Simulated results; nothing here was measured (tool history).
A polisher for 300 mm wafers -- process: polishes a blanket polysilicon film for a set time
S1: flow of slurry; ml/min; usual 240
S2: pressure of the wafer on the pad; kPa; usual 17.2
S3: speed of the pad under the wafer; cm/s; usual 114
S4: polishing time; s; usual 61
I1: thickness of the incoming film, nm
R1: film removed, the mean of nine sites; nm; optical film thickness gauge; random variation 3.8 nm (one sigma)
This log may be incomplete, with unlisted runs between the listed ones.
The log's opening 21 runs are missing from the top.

run    hour   S1    S2   S3  S4      I1      R1
 22  1156.4  240  17.2  102  68  1714.6   531.1
 23  1186.8  215  14.5  152  82  1724.4   815.4
 24  1236.9  240  17.2  114  61  1713.3   514.6
 25  1278.4  240  17.2  152  67  1741.6   754.8
 26  1349.7  240  17.2  114  61  1727.8   511.7
     1393.8  -- worn pad replaced by a new one
 27  1401.3  240  17.2  114  61  1719.4   554.8
 28  1468.4  240  17.2  114  61  1708.4   535.3
     1469.6  -- slurry nozzle cleaned
 29  1506.8  260  17.2  114  72  1699.6   682.3
 30  1539.5  305  22.8  136  75  1732.2  1036.1
 31  1687.3  240  17.2  114  61  1688.4   530.5
 32  1743.9  240  15.2  114  61  1715.9   477.7
 33  1793.5  240  21.4   86  55  1679.9   413.2
     1811.2  -- worn pad replaced by a new one
 34  1842.3  240  19.3  114  61  1710.7   593.3
     1878.9  -- slurry nozzle cleaned
 35  1888.1  240  17.2  114  61  1703.8   570.7
     1907.5  -- head pressure recalibrated
 36  2006.4  240  17.2  114  61  1726.7   540.8
 37  2063.9  165  17.2  114  42  1722.9   335.5
 38  2098.3  240  17.2  130  61  1717.4   596.5

What if the next run were any one of these 3? Each begins from the tool's condition after run 38:
  A  2098.7  240  17.2  114  61  1723.7   ?
  B  2098.7  265  17.2  114  61  1723.7   ?
  C  2098.7  300  14.5  114  61  1723.7   ?

run     R1
  A  527.3
  B  535.5
  C  483.5
Without the tool's unlogged condition, the same runs would have read:
run     R1
  A  607.3
  B  613.7
  C  550.9
